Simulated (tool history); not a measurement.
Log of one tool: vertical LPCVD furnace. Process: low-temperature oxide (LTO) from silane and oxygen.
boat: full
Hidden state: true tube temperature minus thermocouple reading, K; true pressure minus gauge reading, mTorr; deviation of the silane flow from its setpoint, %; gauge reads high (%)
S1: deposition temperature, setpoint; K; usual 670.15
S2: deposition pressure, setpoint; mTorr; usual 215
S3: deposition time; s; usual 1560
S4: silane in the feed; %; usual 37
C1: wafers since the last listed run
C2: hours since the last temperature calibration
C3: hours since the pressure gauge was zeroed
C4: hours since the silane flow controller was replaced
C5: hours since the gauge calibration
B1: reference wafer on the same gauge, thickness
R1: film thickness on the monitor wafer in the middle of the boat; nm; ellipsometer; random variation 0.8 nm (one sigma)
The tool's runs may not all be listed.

run    hour      S1   S2    S3  S4    C1      C2      C3      C4      C5      B1      R1
  1     0.0  670.15  250  1560  37     0  1980.6  2201.3  5762.6  1470.8  177.71  243.05
  2    64.0  670.15  215  1560  37  1156  2044.6  2265.3  5826.6  1534.8  178.12  209.50
  3   119.6  670.15  215  1560  37  1004  2100.2  2320.9  5882.2  1590.4  177.94  209.21
  4   156.0  670.15  215  1560  37   657  2136.6  2357.3  5918.6  1626.8  177.78  209.03
  5   307.8  670.15  215  1560  37  2742  2288.4  2509.1  6070.4  1778.6  178.24  209.23
  6   340.0  670.15  215  1560  37   581  2320.6  2541.3  6102.6  1810.8  177.82  209.37
  7   397.2  670.15  215  1560  40  1033  2377.8  2598.5  6159.8  1868.0  177.90  229.67
      441.1  -- silane flow controller replaced
      451.6  -- thermocouples replaced and temperature profile calibrated
  8   452.1  670.15  215  1560  40   368     0.5  2653.4    11.0  1922.9  178.00  223.95
  9   484.1  668.15  215  1560  37   578    32.5  2685.4    43.0  1954.9  178.11  200.41
 10   540.3  670.15  215  1410  37  1015    88.7  2741.6    99.2  2011.1  177.89  186.37
 11   601.5  675.15  230  1890  37  1105   149.9  2802.8   160.4  2072.3  177.86  283.71
 12   645.2  662.15  215  1380  37   789   193.6  2846.5   204.1  2116.0  177.92  165.81
 13   694.3  670.15  215  1560  37   887   242.7  2895.6   253.2  2165.1  177.85  206.23
 14   719.8  670.15  215  1560  37   460   268.2  2921.1   278.7  2190.6  178.08  204.67
      755.1  -- gauge calibrated
 15   775.3  663.15  190  1920  33  1002   323.7  2976.6   334.2    20.2  177.84  177.45
 16   815.8  670.15  215  1560  37   731   364.2  3017.1   374.7    60.7  178.05  206.45
 17   873.3  670.15  170  1980  34  1038   421.7  3074.6   432.2   118.2  178.31  185.04
 18   908.1  670.15  165  2190  43   628   456.5  3109.4   467.0   153.0  178.00  264.35
     1038.7  -- pressure gauge zeroed
 19  1039.2  670.15  215  1560  30  1935   587.6     0.5   598.1   284.1  178.20  154.32
 20  1049.9  670.15  215  1560  37   193   598.3    11.2   608.8   294.8  177.63  205.02
 21  1103.2  679.15  235  1560  35   963   651.6    64.5   662.1   348.1  177.74  232.58
 22  1140.2  682.15  180  1320  40   668   688.6   101.5   699.1   385.1  177.91  183.30
 23  1165.6  670.15  215   990  37   458   714.0   126.9   724.5   410.5  178.13  131.51
 24  1219.4  680.15  215  1560  37   972   767.8   180.7   778.3   464.3  177.77  232.97
 25  1247.4  670.15  215  1200  37   505   795.8   208.7   806.3   492.3  177.90  159.20
 26  1302.5  670.15  255  1560  37   995   850.9   263.8   861.4   547.4  177.83  245.01
 27  1346.5  670.15  215  1560  37   795   894.9   307.8   905.4   591.4  177.99  208.40
 28  1411.5  670.15  265  2040  37  1174   959.9   372.8   970.4   656.4  177.80  333.63
 29  1451.8  670.15  235  1200  37   728  1000.2   413.1  1010.7   696.7  177.94  175.38
 30  1515.1  670.15  240  1560  34  1143  1063.5   476.4  1074.0   760.0  177.92  207.20
 31  1591.1  679.15  170  1560  44  1373  1139.5   552.4  1150.0   836.0  178.06  221.07

How the hidden state differs across the entries between the runs, from the last listed run before each to the first after it:
Between runs 7 and 8: silane flow controller replaced (hour 441.1); thermocouples replaced and temperature profile calibrated (hour 451.6)
  true tube temperature minus thermocouple reading, K: 1.99 -> 0.0612
  measured less the result without the state, R1: +5.02 -> +0.16 nm
Between runs 14 and 15: gauge calibrated (hour 755.1)
  true tube temperature minus thermocouple reading, K: 0.581 -> 0.671
  measured less the result without the state, R1: +1.35 -> +1.43 nm
Between runs 18 and 19: pressure gauge zeroed (hour 1038.7)
  true tube temperature minus thermocouple reading, K: 0.867 -> 1.04
  measured less the result without the state, R1: +2.48 -> +1.91 nm
